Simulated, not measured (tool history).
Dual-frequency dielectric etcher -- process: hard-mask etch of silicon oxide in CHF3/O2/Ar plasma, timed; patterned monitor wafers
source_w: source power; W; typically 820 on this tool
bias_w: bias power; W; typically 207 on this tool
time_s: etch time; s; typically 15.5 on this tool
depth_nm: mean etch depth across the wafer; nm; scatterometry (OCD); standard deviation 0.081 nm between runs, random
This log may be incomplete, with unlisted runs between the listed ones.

run   hour  source_w  bias_w  time_s  wafers since the last listed run  hours since the last wet clean  hours since the last source power generator calibration  hours since the last bias power generator calibration  hours since the last upper electrode change  hours since the gauge calibration  read-back reference wafer on the same gauge, depth_nm  depth_nm
  1    0.0       820     207    15.5                                 0                           297.3                                                   3510.5                                                 2604.6                                       2432.2                              121.0                                                  31.70     33.74
  2   31.2       820     207    15.5                               372                           328.5                                                   3541.7                                                 2635.8                                       2463.4                              152.2                                                  31.70     33.71
  3   44.5       820     207    15.5                               158                           341.8                                                   3555.0                                                 2649.1                                       2476.7                              165.5                                                  31.73     33.54
  4   59.0       820     207    18.0                               172                           356.3                                                   3569.5                                                 2663.6                                       2491.2                              180.0                                                  31.72     39.15
  5   75.7       820     207    15.5                               199                           373.0                                                   3586.2                                                 2680.3                                       2507.9                              196.7                                                  31.70     33.58
  6  102.0       820     207    15.5                               313                           399.3                                                   3612.5                                                 2706.6                                       2534.2                              223.0                                                  31.70     33.60
  7  124.9       820     207    15.5                               273                           422.2                                                   3635.4                                                 2729.5                                       2557.1                              245.9                                                  31.71     33.53
  8  159.8       820     207    15.5                               416                           457.1                                                   3670.3                                                 2764.4                                       2592.0                              280.8                                                  31.70     33.33
  9  193.0       820     207    15.5                               395                           490.3                                                   3703.5                                                 2797.6                                       2625.2                              314.0                                                  31.71     33.36
 10  210.8       820     185    15.5                               212                           508.1                                                   3721.3                                                 2815.4                                       2643.0                              331.8                                                  31.72     32.06
 11  245.7       820     185    15.5                               416                           543.0                                                   3756.2                                                 2850.3                                       2677.9                              366.7                                                  31.70     32.05
 12  273.0       690     181    19.5                               325                           570.3                                                   3783.5                                                 2877.6                                       2705.2                              394.0                                                  31.72     37.43
     302.8  -- wet clean of the chamber
     302.9  -- bias power generator calibrated
 13  307.1       940     207    11.0                               119                             4.3                                                   3817.6                                                    4.2                                       2739.3                              428.1                                                  31.71     25.45
     314.8  -- gauge calibrated
 14  322.6       820     207    15.5                               184                            19.8                                                   3833.1                                                   19.7                                       2754.8                                7.8                                                  31.70     34.06
     348.1  -- upper electrode replaced
 15  348.6       820     185    15.5                                23                            45.8                                                   3859.1                                                   45.7                                          0.5                               33.8                                                  31.72     32.67
 16  352.0       960     232    18.0                                40                            49.2                                                   3862.5                                                   49.1                                          3.9                               37.2                                                  31.70     43.59
 17  382.4       820     228    15.5                               362                            79.6                                                   3892.9                                                   79.5                                         34.3                               67.6                                                  31.71     35.20
 18  417.2       910     222    12.0                               414                           114.4                                                   3927.7                                                  114.3                                         69.1                              102.4                                                  31.70     27.99
     433.1  -- source power generator calibrated
 19  443.0       820     207    15.5                               259                           140.2                                                      9.9                                                  140.1                                         94.9                              128.2                                                  31.71     33.87
 20  478.4       730     184    13.0                               422                           175.6                                                     45.3                                                  175.5                                        130.3                              163.6                                                  31.67     26.07
 21  490.9       870     163    18.5                               149                           188.1                                                     57.8                                                  188.0                                        142.8                              176.1                                                  31.70     37.88
 22  516.1       820     236    12.5                               300                           213.3                                                     83.0                                                  213.2                                        168.0                              201.3                                                  31.68     28.62
 23  550.1       820     207    17.5                               405                           247.3                                                    117.0                                                  247.2                                        202.0                              235.3                                                  31.72     37.89

Below are 5 alternative next runs, each starting from the tool's condition after run 23. Predict each:
  A  550.5       820     245    15.5                                 4                           247.7                                                    117.4                                                  247.6                                        202.4                              235.7                                                      ?         ?
  B  550.5       900     248    19.5                                 4                           247.7                                                    117.4                                                  247.6                                        202.4                              235.7                                                      ?         ?
  C  550.5       900     235    20.0                                 4                           247.7                                                    117.4                                                  247.6                                        202.4                              235.7                                                      ?         ?
  D  550.5       820     246    17.0                                 4                           247.7                                                    117.4                                                  247.6                                        202.4                              235.7                                                      ?         ?
  E  550.5       890     172    13.5                                 4                           247.7                                                    117.4                                                  247.6                                        202.4                              235.7                                                      ?         ?

run  read-back reference wafer on the same gauge, depth_nm  depth_nm
  A                                                  31.70     35.89
  B                                                  31.70     46.90
  C                                                  31.70     47.16
  D                                                  31.70     39.43
  E                                                  31.70     28.36
Had the tool no hidden state, the same runs would have come out as:
run  depth_nm
  A     36.43
  B     47.60
  C     47.86
  D     40.01
  E     28.78

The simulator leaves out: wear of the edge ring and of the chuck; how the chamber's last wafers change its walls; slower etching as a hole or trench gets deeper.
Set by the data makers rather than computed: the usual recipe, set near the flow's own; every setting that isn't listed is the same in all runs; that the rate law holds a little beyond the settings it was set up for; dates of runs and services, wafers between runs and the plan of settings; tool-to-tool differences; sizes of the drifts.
